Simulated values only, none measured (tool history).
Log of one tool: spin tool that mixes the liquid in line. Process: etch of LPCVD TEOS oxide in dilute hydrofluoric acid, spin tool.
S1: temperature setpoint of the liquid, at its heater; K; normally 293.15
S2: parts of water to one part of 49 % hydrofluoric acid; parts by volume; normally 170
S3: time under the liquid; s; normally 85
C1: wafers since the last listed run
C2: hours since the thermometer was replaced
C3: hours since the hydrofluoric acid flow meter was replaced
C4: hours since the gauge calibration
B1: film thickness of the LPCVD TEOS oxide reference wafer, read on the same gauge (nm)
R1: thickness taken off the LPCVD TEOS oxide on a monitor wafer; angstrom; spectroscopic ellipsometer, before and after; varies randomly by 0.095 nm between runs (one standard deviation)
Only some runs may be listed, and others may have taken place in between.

run     day      S1   S2   S3   C1      C2      C3      C4     B1     R1
  1   0.000  291.15  120   85    0  1629.3  2496.6   477.3  29.98  244.1
  2   0.942  291.15  120   85  166  1651.9  2519.2   499.9  29.99  243.0
  3   2.242  291.15  120   85  230  1683.1  2550.4   531.1  29.99  244.9
      2.762  -- hydrofluoric acid flow meter replaced
  4   3.058  297.15  170   85  137  1702.7     7.1   550.7  29.97  219.2
      3.217  -- thermometer replaced
  5   4.525  293.15  170   60  252    31.4    42.3   585.9  29.98  131.9
  6   5.233  293.15  170   60  125    48.4    59.3   602.9  29.99  130.9
  7   6.579  295.65  170   85  238    80.7    91.6   635.2  30.00  203.7
  8   7.521  295.65  170   85  166   103.3   114.2   657.8  29.99  206.3
  9   8.679  291.15  170   85  205   131.1   142.0   685.6  30.03  171.9
 10   9.346  293.15  110   85  118   147.1   158.0   701.6  30.03  304.8
 11  10.671  291.65  170   65  234   178.9   189.8   733.4  30.01  132.2
 12  11.350  293.15  170   85  120   195.2   206.1   749.7  30.00  186.4
 13  12.250  293.15  230   85  159   216.8   227.7   771.3  30.03  129.4
 14  13.729  290.15  200  100  262   252.3   263.2   806.8  29.99  159.8
 15  14.504  291.15  195  125  137   270.9   281.8   825.4  30.01  214.4
 16  15.662  291.65  170   85  205   298.7   309.6   853.2  30.00  175.6
 17  16.483  293.15  170   85  145   318.4   329.3   872.9  30.00  185.6
 18  17.521  293.15   90   85  183   343.3   354.2   897.8  30.02  381.2
 19  18.512  295.65  170   85  175   367.1   378.0   921.6  30.02  204.0
 20  19.479  293.15  170   85  171   390.3   401.2   944.8  30.00  185.2
 21  20.767  290.15  225   60  228   421.2   432.1   975.7  29.96   83.8
 22  21.667  296.15   95  125  159   442.8   453.7   997.3  30.01  597.2
 23  23.800  290.15  240  100  378   494.0   504.9  1048.5  30.01  127.4
     24.683  -- gauge calibrated
 24  25.050  293.15  230   45  221   524.0   534.9     8.8  29.96   67.6
 25  25.992  293.15  150   85  166   546.6   557.5    31.4  29.98  214.0
 26  26.846  294.15  170   85  151   567.1   578.0    51.9  29.98  191.5
 27  28.054  294.65  200   40  214   596.1   607.0    80.9  29.98   76.5
 28  29.079  297.15  170  115  181   620.7   631.6   105.5  30.01  289.4
 29  30.421  293.15  130   85  237   652.9   663.8   137.7  30.00  250.9
 30  31.017  293.15  170   85  105   667.2   678.1   152.0  30.00  184.6
 31  34.817  293.15  170   85  673   758.4   769.3   243.2  30.02  182.2
 32  35.854  293.15  170   85  183   783.3   794.2   268.1  30.00  183.1

The tool's hidden state at each run:
liquid colder than its thermometer reads (K): 0 across all the runs
gauge reads high (%): 0 across all the runs
H1: hydrofluoric acid flow below the setpoint (%)
run     H1
  1   4.99
  2   5.04
  3    5.1
  4  0.335
  5  0.405
  6  0.439
  7  0.503
  8  0.548
  9  0.604
 10  0.635
 11  0.699
 12  0.731
 13  0.774
 14  0.845
 15  0.882
 16  0.937
 17  0.977
 18   1.03
 19   1.07
 20   1.12
 21   1.18
 22   1.22
 23   1.33
 24   1.39
 25   1.43
 26   1.47
 27   1.53
 28   1.58
 29   1.64
 30   1.67
 31   1.85
 32    1.9

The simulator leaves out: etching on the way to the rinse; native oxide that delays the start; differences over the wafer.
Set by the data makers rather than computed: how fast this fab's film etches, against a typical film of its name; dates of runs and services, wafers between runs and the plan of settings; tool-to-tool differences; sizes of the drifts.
